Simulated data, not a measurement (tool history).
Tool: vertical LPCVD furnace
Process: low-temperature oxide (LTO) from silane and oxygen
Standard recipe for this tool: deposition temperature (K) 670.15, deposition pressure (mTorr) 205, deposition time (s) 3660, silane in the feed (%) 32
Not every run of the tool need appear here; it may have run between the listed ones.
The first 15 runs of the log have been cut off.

| run | day | deposition temperature (K) | deposition pressure (mTorr) | deposition time (s) | silane in the feed (%) | read-back reference wafer on the same gauge, thickness | film thickness on the monitor wafer in the middle of the boat (nm) |
|---|---|---|---|---|---|---|---|
| 16 | 13.892 | 664.15 | 230 | 3210 | 26 | 395.25 | 255.80 |
| 17 | 15.379 | 670.15 | 205 | 4710 | 32 | 395.00 | 489.84 |
| 18 | 16.542 | 670.15 | 255 | 5130 | 32 | 394.17 | 669.01 |
|  | 17.762 | silane flow controller replaced |
| 19 | 17.783 | 663.15 | 205 | 4530 | 32 | 395.27 | 435.88 |
| 20 | 18.192 | 670.15 | 205 | 4980 | 36 | 395.44 | 616.75 |
| 21 | 19.346 | 670.15 | 205 | 3660 | 32 | 395.10 | 388.04 |
| 22 | 19.888 | 670.15 | 250 | 3660 | 28 | 394.86 | 385.47 |
| 23 | 22.750 | 670.15 | 205 | 4860 | 32 | 396.05 | 512.38 |
| 24 | 23.338 | 663.15 | 205 | 2670 | 32 | 395.34 | 255.45 |
|  | 23.388 | gauge calibrated |
| 25 | 24.471 | 670.15 | 205 | 2460 | 32 | 395.11 | 254.61 |
| 26 | 25.858 | 679.15 | 175 | 2550 | 30 | 394.03 | 230.53 |
| 27 | 27.054 | 670.15 | 205 | 3660 | 32 | 394.31 | 380.79 |
| 28 | 28.183 | 670.15 | 205 | 4920 | 32 | 394.14 | 517.85 |
| 29 | 29.062 | 670.15 | 205 | 3660 | 32 | 394.87 | 381.69 |
| 30 | 29.896 | 670.15 | 190 | 3660 | 32 | 395.38 | 356.06 |
| 31 | 31.008 | 670.15 | 205 | 2820 | 34 | 396.28 | 323.00 |
| 32 | 32.367 | 679.15 | 190 | 3030 | 37 | 395.31 | 396.58 |

3 ways to go on from here, each from the tool as it stands after run 32. What would each give?
| A | 32.588 | 670.15 | 205 | 3660 | 28 | ? | ? |
| B | 32.588 | 670.15 | 205 | 3660 | 35 | ? | ? |
| C | 32.588 | 670.15 | 225 | 2850 | 30 | ? | ? |

| run | read-back reference wafer on the same gauge, thickness | film thickness on the monitor wafer in the middle of the boat (nm) |
|---|---|---|
| A | 394.81 | 314.29 |
| B | 394.81 | 433.03 |
| C | 394.81 | 297.77 |
Take away the tool's hidden state, keep each run's random variation, and the runs would have read:
| run | film thickness on the monitor wafer in the middle of the boat (nm) |
|---|---|
| A | 314.29 |
| B | 433.03 |
| C | 297.77 |

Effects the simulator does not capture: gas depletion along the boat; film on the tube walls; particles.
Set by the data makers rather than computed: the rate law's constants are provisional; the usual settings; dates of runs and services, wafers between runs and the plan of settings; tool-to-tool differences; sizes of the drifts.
